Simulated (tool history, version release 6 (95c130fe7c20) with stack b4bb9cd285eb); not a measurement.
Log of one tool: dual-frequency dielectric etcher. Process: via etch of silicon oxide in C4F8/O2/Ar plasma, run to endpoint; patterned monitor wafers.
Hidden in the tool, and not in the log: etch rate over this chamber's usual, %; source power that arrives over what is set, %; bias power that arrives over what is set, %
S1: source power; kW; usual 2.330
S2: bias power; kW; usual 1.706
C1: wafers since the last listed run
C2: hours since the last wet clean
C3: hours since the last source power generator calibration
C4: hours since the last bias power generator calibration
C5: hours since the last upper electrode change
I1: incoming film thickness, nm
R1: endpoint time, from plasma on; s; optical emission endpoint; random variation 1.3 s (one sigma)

run 1 hour=0.0 | S1=2.330 S2=1.706 | C1=0 C2=524.5 C3=4096.2 C4=1994.5 C5=2735.7 | I1=1913.1 | R1=386.3
run 2 hour=6.1 | S1=2.330 S2=1.602 | C1=29 C2=530.6 C3=4102.3 C4=2000.6 C5=2741.8 | I1=1903.8 | R1=392.0
run 3 hour=13.4 | S1=2.330 S2=1.706 | C1=35 C2=537.9 C3=4109.6 C4=2007.9 C5=2749.1 | I1=1914.2 | R1=386.4
run 4 hour=27.7 | S1=2.330 S2=1.404 | C1=70 C2=552.2 C3=4123.9 C4=2022.2 C5=2763.4 | I1=1924.7 | R1=425.1
run 5 hour=36.1 | S1=2.330 S2=1.404 | C1=41 C2=560.6 C3=4132.3 C4=2030.6 C5=2771.8 | I1=1919.5 | R1=422.4
run 6 hour=44.5 | S1=2.330 S2=1.404 | C1=41 C2=569.0 C3=4140.7 C4=2039.0 C5=2780.2 | I1=1906.0 | R1=420.1
run 7 hour=56.2 | S1=2.330 S2=1.822 | C1=57 C2=580.7 C3=4152.4 C4=2050.7 C5=2791.9 | I1=1930.8 | R1=377.2
-- hour=72.8 source power generator calibrated
-- hour=87.2 wet clean of the chamber
run 8 hour=87.7 | S1=1.960 S2=1.706 | C1=64 C2=0.5 C3=14.9 C4=2082.2 C5=2823.4 | I1=1911.2 | R1=416.1
run 9 hour=88.1 | S1=1.960 S2=1.706 | C1=1 C2=0.9 C3=15.3 C4=2082.6 C5=2823.8 | I1=1905.3 | R1=415.4
run 10 hour=92.5 | S1=2.330 S2=1.465 | C1=21 C2=5.3 C3=19.7 C4=2087.0 C5=2828.2 | I1=1910.5 | R1=395.1
-- hour=121.5 upper electrode replaced
run 11 hour=122.0 | S1=2.000 S2=1.821 | C1=27 C2=34.8 C3=49.2 C4=2116.5 C5=0.5 | I1=1892.5 | R1=397.1
run 12 hour=122.4 | S1=2.330 S2=1.706 | C1=1 C2=35.2 C3=49.6 C4=2116.9 C5=0.9 | I1=1925.9 | R1=376.5
run 13 hour=125.0 | S1=2.900 S2=1.932 | C1=12 C2=37.8 C3=52.2 C4=2119.5 C5=3.5 | I1=1884.7 | R1=305.9
run 14 hour=134.7 | S1=2.760 S2=1.476 | C1=47 C2=47.5 C3=61.9 C4=2129.2 C5=13.2 | I1=1902.3 | R1=355.8
-- hour=139.7 bias power generator calibrated
run 15 hour=148.8 | S1=2.130 S2=1.706 | C1=49 C2=61.6 C3=76.0 C4=9.1 C5=27.3 | I1=1927.5 | R1=398.1
run 16 hour=163.5 | S1=2.660 S2=1.404 | C1=72 C2=76.3 C3=90.7 C4=23.8 C5=42.0 | I1=1904.4 | R1=374.0
run 17 hour=181.0 | S1=2.330 S2=1.311 | C1=85 C2=93.8 C3=108.2 C4=41.3 C5=59.5 | I1=1945.4 | R1=428.3
run 18 hour=190.0 | S1=2.330 S2=1.706 | C1=44 C2=102.8 C3=117.2 C4=50.3 C5=68.5 | I1=1911.0 | R1=373.5
run 19 hour=205.9 | S1=2.570 S2=1.706 | C1=78 C2=118.7 C3=133.1 C4=66.2 C5=84.4 | I1=1904.2 | R1=348.8
run 20 hour=222.4 | S1=2.330 S2=1.417 | C1=81 C2=135.2 C3=149.6 C4=82.7 C5=100.9 | I1=1924.8 | R1=408.8

5 ways to go on from here, each from the tool as it stands after run 20. What would each give?
run A hour=222.9 | S1=2.020 S2=1.706 | C1=2 C2=135.7 C3=150.1 C4=83.2 C5=101.4 | I1=1895.8 | R1=?
run B hour=222.9 | S1=2.170 S2=2.072 | C1=2 C2=135.7 C3=150.1 C4=83.2 C5=101.4 | I1=1895.8 | R1=?
run C hour=222.9 | S1=2.730 S2=1.442 | C1=2 C2=135.7 C3=150.1 C4=83.2 C5=101.4 | I1=1895.8 | R1=?
run D hour=222.9 | S1=2.110 S2=2.060 | C1=2 C2=135.7 C3=150.1 C4=83.2 C5=101.4 | I1=1895.8 | R1=?
run E hour=222.9 | S1=2.110 S2=1.339 | C1=2 C2=135.7 C3=150.1 C4=83.2 C5=101.4 | I1=1895.8 | R1=?

run=A R1=406.6
run=B R1=355.8
run=C R1=360.0
run=D R1=363.4
run=E R1=440.6
Without the tool's hidden state the same runs would have given:
run=A R1=400.9
run=B R1=350.7
run=C R1=354.9
run=D R1=358.3
run=E R1=434.4
